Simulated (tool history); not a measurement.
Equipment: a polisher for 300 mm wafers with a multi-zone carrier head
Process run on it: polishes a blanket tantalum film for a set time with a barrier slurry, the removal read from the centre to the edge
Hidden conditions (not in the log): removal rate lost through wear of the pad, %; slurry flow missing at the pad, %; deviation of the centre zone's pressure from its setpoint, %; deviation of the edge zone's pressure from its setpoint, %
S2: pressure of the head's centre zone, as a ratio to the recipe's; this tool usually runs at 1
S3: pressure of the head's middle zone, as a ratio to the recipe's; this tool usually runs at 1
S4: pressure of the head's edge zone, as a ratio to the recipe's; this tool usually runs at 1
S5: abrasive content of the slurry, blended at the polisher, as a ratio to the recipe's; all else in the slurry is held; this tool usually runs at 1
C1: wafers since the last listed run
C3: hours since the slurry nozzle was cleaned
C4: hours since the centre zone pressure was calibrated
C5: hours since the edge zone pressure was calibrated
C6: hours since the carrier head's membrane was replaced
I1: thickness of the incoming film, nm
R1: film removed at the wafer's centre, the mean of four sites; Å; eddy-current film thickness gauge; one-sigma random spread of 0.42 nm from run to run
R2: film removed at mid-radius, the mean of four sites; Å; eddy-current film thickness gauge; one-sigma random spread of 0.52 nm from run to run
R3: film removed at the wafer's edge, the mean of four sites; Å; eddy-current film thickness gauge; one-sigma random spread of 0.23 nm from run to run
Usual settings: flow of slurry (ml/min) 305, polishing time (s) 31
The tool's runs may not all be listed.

Run 1, day 0: usual settings but flow of slurry (ml/min) 390, S2 1.09; C1 0; wafers polished on this pad 4365; C3 40.9; C4 616.9; C5 366.9; C6 786.3; I1 209.4. Result: R1 391 Å, R2 394 Å, R3 389 Å.
Run 2, day 7.625: usual settings but S4 0.89; C1 1794; wafers polished on this pad 6160; C3 223.9; C4 799.9; C5 549.9; C6 969.3; I1 206.4. Result: R1 332 Å, R2 389 Å, R3 367 Å.
At day 11: centre zone pressure recalibrated.
Run 3, day 13.45: usual settings but flow of slurry (ml/min) 400, S2 1.1, S4 0.91, polishing time (s) 28; C1 1351; wafers polished on this pad 7512; C3 363.7; C4 58.8; C5 689.7; C6 1109.1; I1 208.3. Result: R1 384 Å, R2 350 Å, R3 337 Å.
Run 4, day 15.683: usual settings but S2 0.9, polishing time (s) 24; C1 525; wafers polished on this pad 8037; C3 417.3; C4 112.4; C5 743.3; C6 1162.7; I1 213.3. Result: R1 266 Å, R2 299 Å, R3 298 Å.
At day 16.329: worn pad replaced by a new one.
Run 5, day 19.138: usual settings; C1 773; wafers polished on this pad 661; C3 500.2; C4 195.3; C5 826.2; C6 1245.6; I1 208.2. Result: R1 388 Å, R2 388 Å, R3 385 Å.
At day 21.912: edge zone pressure recalibrated.
Run 6, day 22.546: usual settings but S3 0.94, S4 0.95; C1 782; wafers polished on this pad 1443; C3 582; C4 277.1; C5 15.2; C6 1327.4; I1 210.7. Result: R1 381 Å, R2 364 Å, R3 377 Å.
Run 7, day 25.088: usual settings but S4 0.91, polishing time (s) 35; C1 598; wafers polished on this pad 2042; C3 643; C4 338.1; C5 76.2; C6 1388.4; I1 211.9. Result: R1 427 Å, R2 433 Å, R3 423 Å.
Run 8, day 28.325: usual settings; C1 762; wafers polished on this pad 2804; C3 720.7; C4 415.8; C5 153.9; C6 1466.1; I1 211. Result: R1 371 Å, R2 392 Å, R3 388 Å.
Run 9, day 30.779: usual settings but S5 1.25; C1 577; wafers polished on this pad 3382; C3 779.6; C4 474.7; C5 212.8; C6 1525; I1 212.5. Result: R1 390 Å, R2 397 Å, R3 400 Å.
At day 32.25: slurry nozzle cleaned.
Run 10, day 33.421: usual settings; C1 612; wafers polished on this pad 3994; C3 28.1; C4 538.1; C5 276.2; C6 1588.4; I1 213.1. Result: R1 367 Å, R2 385 Å, R3 386 Å.
Run 11, day 37.658: usual settings but S2 0.93, S4 1.06, polishing time (s) 36; C1 997; wafers polished on this pad 4991; C3 129.8; C4 639.8; C5 377.9; C6 1690.1; I1 208.5. Result: R1 387 Å, R2 453 Å, R3 466 Å.
At day 38.442: carrier head's membrane replaced by a new one.
At day 39.033: centre zone pressure recalibrated.
At day 45.183: worn pad replaced by a new one.
Run 12, day 49: usual settings; C1 2561; wafers polished on this pad 898; C3 402; C4 239.2; C5 650.1; C6 253.4; I1 210.2. Result: R1 370 Å, R2 394 Å, R3 384 Å.
Run 13, day 51.45: usual settings; C1 576; wafers polished on this pad 1474; C3 460.8; C4 298; C5 708.9; C6 312.2; I1 211.6. Result: R1 375 Å, R2 385 Å, R3 387 Å.
Run 14, day 52.954: usual settings but S2 0.89, S3 1.05, S5 1.2, polishing time (s) 34; C1 354; wafers polished on this pad 1829; C3 496.9; C4 334.1; C5 745; C6 348.3; I1 209.2. Result: R1 390 Å, R2 462 Å, R3 437 Å.
At day 55.946: edge zone pressure recalibrated.
Run 15, day 56.267: usual settings; C1 760; wafers polished on this pad 2589; C3 576.4; C4 413.6; C5 7.7; C6 427.8; I1 210. Result: R1 374 Å, R2 383 Å, R3 387 Å.
Run 16, day 58.1: usual settings but S2 1.08; C1 431; wafers polished on this pad 3020; C3 620.4; C4 457.6; C5 51.7; C6 471.8; I1 206.6. Result: R1 402 Å, R2 384 Å, R3 386 Å.
Run 17, day 62.088: usual settings; C1 938; wafers polished on this pad 3959; C3 716.1; C4 553.3; C5 147.4; C6 567.5; I1 213.8. Result: R1 360 Å, R2 391 Å, R3 382 Å.
Run 18, day 65.233: usual settings but polishing time (s) 38; C1 740; wafers polished on this pad 4699; C3 791.6; C4 628.8; C5 222.9; C6 643; I1 207.8. Result: R1 434 Å, R2 473 Å, R3 468 Å.
At day 68.425: slurry nozzle cleaned.
Run 19, day 69.188: usual settings; C1 920; wafers polished on this pad 5620; C3 18.3; C4 723.7; C5 317.8; C6 737.9; I1 206.3. Result: R1 350 Å, R2 381 Å, R3 390 Å.
At day 69.996: centre zone pressure recalibrated.
Run 20, day 73.346: usual settings but polishing time (s) 23; C1 959; wafers polished on this pad 6580; C3 118.1; C4 80.4; C5 417.6; C6 837.7; I1 209.5. Result: R1 282 Å, R2 291 Å, R3 284 Å.

5 options for the next run, each taken on its own from the tool as it stands now. Forecast them:
Run A, day 73.362: usual settings; C1 3; wafers polished on this pad 6583; C3 118.5; C4 80.8; C5 418; C6 838.1; I1 211.6. Result: R1 ?, R2 ?, R3 ?.
Run B, day 73.362: usual settings but S2 1.09, S3 0.89; C1 3; wafers polished on this pad 6583; C3 118.5; C4 80.8; C5 418; C6 838.1; I1 211.6. Result: R1 ?, R2 ?, R3 ?.
Run C, day 73.362: usual settings but polishing time (s) 39; C1 3; wafers polished on this pad 6583; C3 118.5; C4 80.8; C5 418; C6 838.1; I1 211.6. Result: R1 ?, R2 ?, R3 ?.
Run D, day 73.362: usual settings but flow of slurry (ml/min) 390, S2 0.91; C1 3; wafers polished on this pad 6583; C3 118.5; C4 80.8; C5 418; C6 838.1; I1 211.6. Result: R1 ?, R2 ?, R3 ?.
Run E, day 73.362: usual settings but S2 1.1, S5 1.15; C1 3; wafers polished on this pad 6583; C3 118.5; C4 80.8; C5 418; C6 838.1; I1 211.6. Result: R1 ?, R2 ?, R3 ?.

run   R1   R2   R3
  A  374  389  388
  B  407  353  388
  C  471  490  488
  D  347  396  393
  E  421  398  396
With no hidden state in the tool, these same runs would have given:
run   R1   R2   R3
  A  380  389  388
  B  413  353  388
  C  478  489  488
  D  352  396  393
  E  427  398  396
